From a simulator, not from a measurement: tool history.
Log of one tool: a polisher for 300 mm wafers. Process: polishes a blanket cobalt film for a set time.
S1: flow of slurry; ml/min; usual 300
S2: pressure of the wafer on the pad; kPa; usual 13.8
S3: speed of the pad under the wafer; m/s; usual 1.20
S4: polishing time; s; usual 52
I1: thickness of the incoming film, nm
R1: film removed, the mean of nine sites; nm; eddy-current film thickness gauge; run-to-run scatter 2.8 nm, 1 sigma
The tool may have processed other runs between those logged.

{"run": 1, "hour": 0.0, "S1": 250, "S2": 13.8, "S3": 1.2, "S4": 52, "I1": 894.6, "R1": 228.2}
{"run": 2, "hour": 17.9, "S1": 250, "S2": 13.8, "S3": 1.2, "S4": 52, "I1": 898.4, "R1": 227.2}
{"run": 3, "hour": 30.0, "S1": 250, "S2": 13.8, "S3": 1.2, "S4": 52, "I1": 903.6, "R1": 230.7}
{"run": 4, "hour": 47.1, "S1": 300, "S2": 13.8, "S3": 1.2, "S4": 52, "I1": 889.2, "R1": 243.7}
{"run": 5, "hour": 58.2, "S1": 300, "S2": 13.8, "S3": 1.2, "S4": 52, "I1": 885.3, "R1": 236.5}
{"run": 6, "hour": 64.6, "S1": 300, "S2": 13.8, "S3": 1.2, "S4": 52, "I1": 885.7, "R1": 237.0}
{"hour": 75.2, "done": "worn pad replaced by a new one"}
{"run": 7, "hour": 75.7, "S1": 335, "S2": 15.9, "S3": 1.2, "S4": 52, "I1": 885.6, "R1": 274.7}
{"run": 8, "hour": 81.7, "S1": 335, "S2": 15.9, "S3": 1.2, "S4": 52, "I1": 884.4, "R1": 279.3}
{"run": 9, "hour": 88.8, "S1": 335, "S2": 15.9, "S3": 1.2, "S4": 52, "I1": 896.5, "R1": 275.7}
{"run": 10, "hour": 100.4, "S1": 300, "S2": 13.8, "S3": 1.2, "S4": 52, "I1": 885.6, "R1": 235.9}
{"run": 11, "hour": 117.0, "S1": 300, "S2": 13.8, "S3": 1.2, "S4": 52, "I1": 891.0, "R1": 236.9}
{"hour": 119.2, "done": "slurry nozzle cleaned"}
{"run": 12, "hour": 124.5, "S1": 300, "S2": 13.8, "S3": 1.2, "S4": 52, "I1": 878.3, "R1": 256.8}
{"run": 13, "hour": 130.9, "S1": 300, "S2": 13.8, "S3": 1.2, "S4": 52, "I1": 894.5, "R1": 249.4}
{"run": 14, "hour": 137.6, "S1": 300, "S2": 15.2, "S3": 1.3, "S4": 52, "I1": 871.7, "R1": 300.1}
{"run": 15, "hour": 151.8, "S1": 300, "S2": 13.8, "S3": 1.2, "S4": 52, "I1": 886.7, "R1": 252.4}
{"run": 16, "hour": 167.5, "S1": 300, "S2": 13.8, "S3": 1.2, "S4": 52, "I1": 892.9, "R1": 249.9}
{"hour": 175.5, "done": "worn pad replaced by a new one"}
{"run": 17, "hour": 178.1, "S1": 300, "S2": 13.8, "S3": 1.3, "S4": 52, "I1": 886.7, "R1": 276.7}
{"run": 18, "hour": 186.5, "S1": 215, "S2": 13.8, "S3": 1.06, "S4": 36, "I1": 902.5, "R1": 148.8}
{"hour": 194.9, "done": "head pressure recalibrated"}
{"run": 19, "hour": 195.4, "S1": 250, "S2": 15.9, "S3": 1.1, "S4": 42, "I1": 886.3, "R1": 209.8}
{"run": 20, "hour": 213.0, "S1": 300, "S2": 13.8, "S3": 1.2, "S4": 52, "I1": 895.2, "R1": 247.9}
{"run": 21, "hour": 226.4, "S1": 300, "S2": 13.8, "S3": 1.2, "S4": 52, "I1": 882.8, "R1": 247.3}
{"run": 22, "hour": 244.4, "S1": 260, "S2": 17.9, "S3": 1.2, "S4": 52, "I1": 882.8, "R1": 317.1}
{"run": 23, "hour": 253.6, "S1": 225, "S2": 9.7, "S3": 1.2, "S4": 44, "I1": 878.0, "R1": 138.2}
{"hour": 263.8, "done": "worn pad replaced by a new one"}
{"run": 24, "hour": 270.1, "S1": 300, "S2": 17.2, "S3": 0.96, "S4": 52, "I1": 879.9, "R1": 252.9}
{"run": 25, "hour": 276.9, "S1": 300, "S2": 13.8, "S3": 1.52, "S4": 52, "I1": 898.7, "R1": 315.3}
{"run": 26, "hour": 284.3, "S1": 260, "S2": 15.2, "S3": 1.2, "S4": 52, "I1": 884.2, "R1": 266.2}
{"run": 27, "hour": 300.9, "S1": 375, "S2": 13.8, "S3": 1.62, "S4": 59, "I1": 876.8, "R1": 384.8}
{"run": 28, "hour": 315.3, "S1": 300, "S2": 13.8, "S3": 1.2, "S4": 44, "I1": 890.6, "R1": 207.1}
{"run": 29, "hour": 327.8, "S1": 300, "S2": 13.8, "S3": 1.2, "S4": 52, "I1": 887.7, "R1": 244.6}
{"run": 30, "hour": 359.1, "S1": 300, "S2": 13.8, "S3": 1.2, "S4": 47, "I1": 891.7, "R1": 218.0}
{"hour": 376.1, "done": "worn pad replaced by a new one"}
{"run": 31, "hour": 376.6, "S1": 220, "S2": 13.8, "S3": 1.2, "S4": 52, "I1": 904.6, "R1": 231.4}
{"run": 32, "hour": 384.9, "S1": 300, "S2": 11.0, "S3": 1.2, "S4": 58, "I1": 884.8, "R1": 218.3}
{"run": 33, "hour": 399.1, "S1": 250, "S2": 13.8, "S3": 1.2, "S4": 52, "I1": 877.1, "R1": 233.7}
{"run": 34, "hour": 410.0, "S1": 300, "S2": 13.8, "S3": 1.44, "S4": 37, "I1": 895.9, "R1": 204.6}
{"run": 35, "hour": 425.6, "S1": 300, "S2": 13.8, "S3": 1.2, "S4": 52, "I1": 900.9, "R1": 245.5}
{"run": 36, "hour": 438.8, "S1": 265, "S2": 13.8, "S3": 1.2, "S4": 52, "I1": 893.2, "R1": 242.1}
{"run": 37, "hour": 446.9, "S1": 300, "S2": 18.6, "S3": 1.6, "S4": 36, "I1": 891.4, "R1": 305.8}

Pick out some run-to-run changes in R1. Of each, how much would a tool without hidden state show as well, from the settings, what came in and chance, and how much is left for the hidden state and any gauge scatter not in both results compared?
Hidden state at play: removal rate lost through wear of the pad, %; slurry flow missing at the pad, %; deviation of the head's pressure from its setpoint, %.
Run 11 -> 12: slurry nozzle cleaned. R1 +19.9 nm: hidden state +17.0, all else +2.9.
Run 17 -> 18: S1 300 -> 215, S3 1.30 -> 1.06, S4 52 -> 36. R1 -127.9 nm: hidden state +0.6, all else -128.5.
Run 22 -> 23: S1 260 -> 225, S2 17.9 -> 9.7, S4 52 -> 44. R1 -178.9 nm: hidden state +4.3, all else -183.2.
Run 27 -> 28: S1 375 -> 300, S3 1.62 -> 1.20, S4 59 -> 44. R1 -177.7 nm: hidden state +2.9, all else -180.6.
Run 30 -> 31: S1 300 -> 220, S4 47 -> 52, worn pad replaced by a new one. R1 +13.4 nm: hidden state -5.3, all else +18.7.
Run 31 -> 32: S1 220 -> 300, S2 13.8 -> 11.0, S4 52 -> 58. R1 -13.1 nm: hidden state +4.5, all else -17.6.

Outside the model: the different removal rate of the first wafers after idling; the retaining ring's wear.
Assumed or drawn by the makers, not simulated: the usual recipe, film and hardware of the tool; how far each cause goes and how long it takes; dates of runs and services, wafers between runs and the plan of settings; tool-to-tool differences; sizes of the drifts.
